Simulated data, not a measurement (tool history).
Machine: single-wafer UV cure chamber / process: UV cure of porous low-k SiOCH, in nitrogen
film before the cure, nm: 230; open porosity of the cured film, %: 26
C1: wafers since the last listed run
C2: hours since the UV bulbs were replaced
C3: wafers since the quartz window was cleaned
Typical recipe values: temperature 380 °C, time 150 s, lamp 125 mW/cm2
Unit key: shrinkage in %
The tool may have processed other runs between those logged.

run 1 hour=0 | temperature=395 time=150 lamp=101 | C1=0 C2=2179.1 C3=266 | shrinkage=11.556
run 2 hour=11.8 | temperature=380 time=150 lamp=125 | C1=65 C2=2190.9 C3=332 | shrinkage=12.069
run 3 hour=24.7 | temperature=380 time=150 lamp=125 | C1=72 C2=2203.8 C3=404 | shrinkage=12.153
run 4 hour=58.3 | temperature=380 time=150 lamp=125 | C1=187 C2=2237.4 C3=592 | shrinkage=11.86
run 5 hour=69.9 | temperature=380 time=150 lamp=125 | C1=64 C2=2249 C3=657 | shrinkage=11.62
run 6 hour=78.9 | temperature=371 time=150 lamp=154 | C1=50 C2=2258 C3=707 | shrinkage=12.591
run 7 hour=114.7 | temperature=380 time=150 lamp=125 | C1=199 C2=2293.8 C3=907 | shrinkage=11.445
-- hour=133.4 UV bulbs replaced
-- hour=146.4 quartz window cleaned
run 8 hour=148.2 | temperature=380 time=85 lamp=125 | C1=97 C2=14.8 C3=10 | shrinkage=9.509
run 9 hour=154.9 | temperature=380 time=150 lamp=151 | C1=37 C2=21.5 C3=47 | shrinkage=13.196
run 10 hour=163.9 | temperature=393 time=65 lamp=161 | C1=50 C2=30.5 C3=97 | shrinkage=9.707
run 11 hour=173.3 | temperature=389 time=100 lamp=145 | C1=52 C2=39.9 C3=150 | shrinkage=11.171
run 12 hour=189.3 | temperature=380 time=150 lamp=125 | C1=89 C2=55.9 C3=239 | shrinkage=12.187
run 13 hour=196.8 | temperature=380 time=150 lamp=125 | C1=41 C2=63.4 C3=281 | shrinkage=12.151
run 14 hour=213.1 | temperature=380 time=150 lamp=94 | C1=91 C2=79.7 C3=372 | shrinkage=10.687

Forecast each of these 5 alternatives for the next run:
run A hour=213.6 | temperature=380 time=150 lamp=125 | C1=2 C2=80.2 C3=375 | shrinkage=?
run B hour=213.6 | temperature=398 time=100 lamp=149 | C1=2 C2=80.2 C3=375 | shrinkage=?
run C hour=213.6 | temperature=395 time=175 lamp=146 | C1=2 C2=80.2 C3=375 | shrinkage=?
run D hour=213.6 | temperature=374 time=185 lamp=110 | C1=2 C2=80.2 C3=375 | shrinkage=?
run E hour=213.6 | temperature=380 time=195 lamp=150 | C1=2 C2=80.2 C3=375 | shrinkage=?

run=A shrinkage=12.255
run=B shrinkage=11.486
run=C shrinkage=14.098
run=D shrinkage=12.536
run=E shrinkage=14.483
With the hidden condition removed and each run's random variation left untouched, the same runs would have given:
run=A shrinkage=12.407
run=B shrinkage=11.635
run=C shrinkage=14.255
run=D shrinkage=12.688
run=E shrinkage=14.641
